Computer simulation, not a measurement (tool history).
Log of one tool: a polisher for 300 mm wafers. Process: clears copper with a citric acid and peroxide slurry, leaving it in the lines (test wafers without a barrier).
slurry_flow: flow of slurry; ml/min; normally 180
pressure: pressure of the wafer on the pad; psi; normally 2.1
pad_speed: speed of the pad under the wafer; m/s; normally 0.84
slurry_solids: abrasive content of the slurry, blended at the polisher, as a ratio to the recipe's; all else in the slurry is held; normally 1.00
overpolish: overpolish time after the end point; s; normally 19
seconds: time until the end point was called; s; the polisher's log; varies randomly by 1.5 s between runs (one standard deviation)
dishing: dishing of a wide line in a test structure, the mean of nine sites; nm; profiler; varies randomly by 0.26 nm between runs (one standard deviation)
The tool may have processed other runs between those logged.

run	hour	slurry_flow	pressure	pad_speed	slurry_solids	overpolish	incoming thickness of the incoming film, nm	seconds	dishing
1	0.0	180	2.1	0.84	1.00	19	157.4	121.6	19.0
2	20.8	180	2.1	0.84	1.00	19	153.8	118.9	19.2
3	39.0	180	2.1	0.84	1.00	13	154.4	114.2	13.6
4	55.3	165	2.1	0.84	1.00	19	154.1	118.4	19.1
5	72.6	165	2.1	0.84	1.00	19	154.0	117.8	19.5
6	90.6	165	2.1	0.84	1.00	19	157.5	120.7	19.4
# hour 103.2: worn pad replaced by a new one
7	186.3	180	2.1	0.84	1.00	19	157.7	117.8	20.1
8	212.6	180	2.1	0.84	1.00	19	153.5	112.2	20.3
9	229.5	180	2.1	0.84	0.90	19	155.5	117.4	19.3
# hour 240.6: worn pad replaced by a new one
# hour 247.7: slurry blender recalibrated
# hour 251.9: slurry nozzle cleaned
10	252.4	180	2.1	0.84	0.90	19	155.9	116.7	20.3
11	278.3	180	2.1	0.84	1.00	19	156.4	113.2	20.9
# hour 311.4: head pressure recalibrated
12	313.2	180	2.1	0.84	1.00	19	157.2	121.8	19.1
13	330.6	180	2.1	0.84	1.00	19	153.4	118.1	19.2
14	351.2	180	2.1	0.84	1.00	19	154.0	118.6	19.2
# hour 360.8: worn pad replaced by a new one
15	374.3	180	2.1	0.84	1.00	28	153.7	120.9	27.7
16	405.2	230	2.1	1.10	1.20	19	155.7	88.7	25.7
17	425.5	180	2.1	0.84	0.80	19	153.8	123.1	18.3
18	445.6	180	2.1	0.84	1.00	19	152.3	118.4	18.9
19	474.4	180	2.1	0.84	1.00	29	153.9	118.4	29.0
# hour 500.8: worn pad replaced by a new one
20	501.3	180	1.7	0.84	1.00	26	154.4	145.0	21.8
21	527.4	180	2.1	0.84	1.00	19	153.6	113.4	19.4
22	548.9	180	2.1	0.84	1.00	19	153.5	116.2	19.5
23	561.5	180	2.1	0.68	0.85	24	154.1	145.7	19.8
# hour 571.9: slurry nozzle cleaned
24	584.3	160	2.1	0.84	0.75	28	152.9	125.5	26.6
25	615.6	180	1.9	0.84	1.00	19	157.1	127.9	18.0
# hour 629.3: worn pad replaced by a new one
# hour 632.0: slurry blender recalibrated
26	635.7	180	2.1	0.84	1.00	19	158.0	115.0	19.5

Pick out some run-to-run changes in seconds. Of each, how much would a tool without hidden state show as well, from the settings, what came in and chance, and how much is left for the hidden state and any gauge scatter not in both results compared?
The hidden state here: removal rate lost through wear of the pad, %; slurry flow missing at the pad, %; deviation of the head's pressure from its setpoint, %; abrasive missing from the slurry, %.
Run 6 -> 7: slurry_flow 165 -> 180, worn pad replaced by a new one. seconds -2.9 s: hidden state -2.5, all else -0.4.
Run 11 -> 12: head pressure recalibrated. seconds +8.6 s: hidden state +9.0, all else -0.4.
Run 15 -> 16: slurry_flow 180 -> 230, pad_speed 0.84 -> 1.10, slurry_solids 1.00 -> 1.20, overpolish 28 -> 19. seconds -32.2 s: hidden state +0.5, all else -32.7.
Run 16 -> 17: slurry_flow 230 -> 180, pad_speed 1.10 -> 0.84, slurry_solids 1.20 -> 0.80. seconds +34.4 s: hidden state -1.1, all else +35.5.
